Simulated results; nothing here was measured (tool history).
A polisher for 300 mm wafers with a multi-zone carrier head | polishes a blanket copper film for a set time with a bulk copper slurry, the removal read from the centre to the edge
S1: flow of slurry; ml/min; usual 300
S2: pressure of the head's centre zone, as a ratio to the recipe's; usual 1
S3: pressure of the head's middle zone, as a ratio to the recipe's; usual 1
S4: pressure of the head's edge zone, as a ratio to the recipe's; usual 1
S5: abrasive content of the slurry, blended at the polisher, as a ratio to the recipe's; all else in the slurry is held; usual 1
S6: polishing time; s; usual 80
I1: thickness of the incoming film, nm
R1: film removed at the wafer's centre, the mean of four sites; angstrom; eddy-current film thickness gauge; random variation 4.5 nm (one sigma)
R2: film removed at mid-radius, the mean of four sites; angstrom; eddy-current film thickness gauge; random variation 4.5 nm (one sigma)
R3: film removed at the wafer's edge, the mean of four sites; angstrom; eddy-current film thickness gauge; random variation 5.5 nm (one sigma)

run	hour	S1	S2	S3	S4	S5	S6	I1	R1	R2	R3
1	0	300	1	1	1	1	80	2887.4	6270	6320	6270
2	35.6	300	1	1	1	1	80	2866.5	6359	6272	6195
3	59.6	300	1	1	1	1	80	2842.5	6328	6254	6359
4	125.6	300	1	1	1	1	80	2900.4	6311	6276	6283
5	160.7	300	1	1	1	1	80	2885.4	6567	6499	6425
6	220.5	300	1	1	1	1	80	2908.6	6472	6433	6462
7	262.8	300	1.08	1.09	1	1	80	2882.4	6980	6877	6299
8	310.8	300	1	1	1	1	80	2926	6447	6498	6374
9	344.5	335	1	1.06	1	0.75	80	2863.9	6103	6360	6010
10	377.7	205	1	1	1	1	65	2902	5097	5003	5073
11	409.2	300	0.91	1	1.11	1.15	80	2874.7	6120	6571	6862
12	447.7	300	1	1	1	1	80	2848.3	6483	6331	6475
13	575.1	300	1	1.08	1	1	80	2910.7	6331	6840	6263
14	763.9	300	0.88	0.95	1.11	1.1	80	2841.4	5783	6183	6704
15	815	300	1.07	1	1	1	87	2902.7	7223	6841	6857
16	850.1	300	1	1	0.96	1.15	80	2890.5	6544	6490	6351
17	895.3	215	0.96	1	1	1	80	2900.4	6019	6266	6321
18	941.3	300	1	1	0.95	1.2	80	2849	6721	6661	6424
19	1012.4	385	1	1	1	1	105	2836.3	8635	8530	8464
20	1182	300	1	1	1	1	80	2873.4	6355	6331	6300

Taken out of this log: 10 entries between the listed runs. Where each belongs, and how the hidden state differs across it:
Between runs 1 and 2: worn pad replaced by a new one (hour 31.8)
  slurry flow missing at the pad, %: 28.6 -> 30.4
  measured less the result without the state, R1: -184 -> -202 angstrom; R2: -167 -> -179 angstrom; R3: -125 -> -133 angstrom
Between runs 4 and 5: slurry nozzle cleaned (hour 136)
  slurry flow missing at the pad, %: 34.9 -> 2.09
  measured less the result without the state, R1: -241 -> -11 angstrom; R2: -216 -> -10 angstrom; R3: -162 -> -8 angstrom
Between runs 5 and 6: centre zone pressure recalibrated (hour 213.3)
  slurry flow missing at the pad, %: 2.09 -> 5.08
  measured less the result without the state, R1: -11 -> -28 angstrom; R2: -10 -> -24 angstrom; R3: -8 -> -19 angstrom
Between runs 6 and 7: edge zone pressure recalibrated (hour 252.1)
  slurry flow missing at the pad, %: 5.08 -> 7.21
  measured less the result without the state, R1: -28 -> -43 angstrom; R2: -24 -> -38 angstrom; R3: -19 -> -26 angstrom
Between runs 9 and 10: worn pad replaced by a new one (hour 365.7)
  slurry flow missing at the pad, %: 11.3 -> 13
  measured less the result without the state, R1: -55 -> -77 angstrom; R2: -52 -> -68 angstrom; R3: -37 -> -51 angstrom
Between runs 11 and 12: carrier head's membrane replaced by a new one (hour 447.2)
  slurry flow missing at the pad, %: 14.5 -> 16.5
  measured less the result without the state, R1: -80 -> -98 angstrom; R2: -77 -> -86 angstrom; R3: -61 -> -66 angstrom
Between runs 13 and 14: worn pad replaced by a new one (hour 684.8)
  slurry flow missing at the pad, %: 22.9 -> 32.3
  measured less the result without the state, R1: -141 -> -200 angstrom; R2: -137 -> -191 angstrom; R3: -95 -> -156 angstrom
Between runs 15 and 16: edge zone pressure recalibrated (hour 835.7)
  slurry flow missing at the pad, %: 34.9 -> 36.7
  measured less the result without the state, R1: -277 -> -268 angstrom; R2: -235 -> -238 angstrom; R3: -177 -> -176 angstrom
Between runs 16 and 17: slurry nozzle cleaned (hour 882)
  slurry flow missing at the pad, %: 36.7 -> 12.6
  measured less the result without the state, R1: -268 -> -85 angstrom; R2: -238 -> -79 angstrom; R3: -176 -> -60 angstrom
Between runs 19 and 20: worn pad replaced by a new one (hour 1019.6)
  slurry flow missing at the pad, %: 18.4 -> 27
  measured less the result without the state, R1: -122 -> -173 angstrom; R2: -110 -> -155 angstrom; R3: -83 -> -117 angstrom
